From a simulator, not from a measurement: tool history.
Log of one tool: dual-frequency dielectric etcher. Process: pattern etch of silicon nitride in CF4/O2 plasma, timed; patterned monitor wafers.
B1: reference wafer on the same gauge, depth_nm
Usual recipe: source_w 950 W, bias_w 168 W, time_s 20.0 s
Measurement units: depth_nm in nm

run 1 day=0.000 | source_w=950 bias_w=168 time_s=20.0 | B1=81.7 | depth_nm=77.5
run 2 day=0.550 | source_w=950 bias_w=168 time_s=20.0 | B1=81.6 | depth_nm=77.6
run 3 day=1.558 | source_w=950 bias_w=182 time_s=20.0 | B1=81.7 | depth_nm=80.3
run 4 day=2.296 | source_w=950 bias_w=182 time_s=20.0 | B1=81.7 | depth_nm=80.7
run 5 day=3.171 | source_w=950 bias_w=182 time_s=20.0 | B1=81.6 | depth_nm=79.6
-- day=4.017 source power generator calibrated
run 6 day=4.354 | source_w=1060 bias_w=180 time_s=20.0 | B1=81.5 | depth_nm=89.2
-- day=6.388 wet clean of the chamber
-- day=7.262 upper electrode replaced
run 7 day=7.283 | source_w=950 bias_w=193 time_s=20.0 | B1=81.5 | depth_nm=81.2
-- day=9.404 gauge calibrated
run 8 day=9.858 | source_w=950 bias_w=193 time_s=20.0 | B1=81.8 | depth_nm=81.2
run 9 day=10.733 | source_w=720 bias_w=196 time_s=20.0 | B1=81.9 | depth_nm=60.7
run 10 day=11.992 | source_w=950 bias_w=168 time_s=20.0 | B1=81.5 | depth_nm=77.6
run 11 day=12.846 | source_w=950 bias_w=168 time_s=17.5 | B1=81.4 | depth_nm=68.9
run 12 day=13.908 | source_w=880 bias_w=205 time_s=22.5 | B1=81.4 | depth_nm=87.6
run 13 day=14.821 | source_w=950 bias_w=168 time_s=20.0 | B1=81.6 | depth_nm=79.3
run 14 day=16.250 | source_w=950 bias_w=132 time_s=20.0 | B1=81.6 | depth_nm=72.1
run 15 day=17.367 | source_w=950 bias_w=132 time_s=20.0 | B1=81.7 | depth_nm=72.3
run 16 day=18.488 | source_w=950 bias_w=168 time_s=20.0 | B1=81.5 | depth_nm=77.9
run 17 day=19.562 | source_w=830 bias_w=180 time_s=24.5 | B1=81.7 | depth_nm=85.6
-- day=20.479 bias power generator calibrated
run 18 day=22.225 | source_w=950 bias_w=168 time_s=20.0 | B1=81.5 | depth_nm=77.2
run 19 day=23.179 | source_w=950 bias_w=168 time_s=20.0 | B1=81.8 | depth_nm=78.1
run 20 day=24.354 | source_w=1150 bias_w=198 time_s=25.0 | B1=81.4 | depth_nm=125.9
run 21 day=25.762 | source_w=860 bias_w=168 time_s=20.0 | B1=81.5 | depth_nm=70.3
run 22 day=26.946 | source_w=950 bias_w=168 time_s=16.5 | B1=81.6 | depth_nm=64.6
run 23 day=28.071 | source_w=1140 bias_w=182 time_s=18.0 | B1=81.4 | depth_nm=87.2
-- day=29.746 wet clean of the chamber
run 24 day=29.767 | source_w=1150 bias_w=168 time_s=25.0 | B1=81.5 | depth_nm=117.6
run 25 day=30.571 | source_w=950 bias_w=130 time_s=25.0 | B1=81.7 | depth_nm=90.3
run 26 day=31.500 | source_w=950 bias_w=153 time_s=15.0 | B1=81.3 | depth_nm=56.8
run 27 day=32.162 | source_w=1030 bias_w=154 time_s=20.0 | B1=81.5 | depth_nm=82.7
run 28 day=33.350 | source_w=950 bias_w=168 time_s=20.0 | B1=81.8 | depth_nm=76.9
run 29 day=34.233 | source_w=950 bias_w=168 time_s=20.0 | B1=81.7 | depth_nm=77.8

Branching from run 29: 5 alternative next runs. What would each branch give?
run A day=34.250 | source_w=950 bias_w=168 time_s=20.0 | B1=? | depth_nm=?
run B day=34.250 | source_w=1180 bias_w=205 time_s=21.5 | B1=? | depth_nm=?
run C day=34.250 | source_w=840 bias_w=168 time_s=20.0 | B1=? | depth_nm=?
run D day=34.250 | source_w=950 bias_w=196 time_s=24.0 | B1=? | depth_nm=?
run E day=34.250 | source_w=1140 bias_w=141 time_s=20.0 | B1=? | depth_nm=?

run=A B1=81.7 depth_nm=77.5
run=B B1=81.7 depth_nm=111.6
run=C B1=81.7 depth_nm=68.0
run=D B1=81.7 depth_nm=98.1
run=E B1=81.7 depth_nm=88.4
With the hidden condition removed and each run's random variation left untouched, the same runs would have given:
run=A depth_nm=77.5
run=B depth_nm=111.6
run=C depth_nm=68.0
run=D depth_nm=98.1
run=E depth_nm=88.4
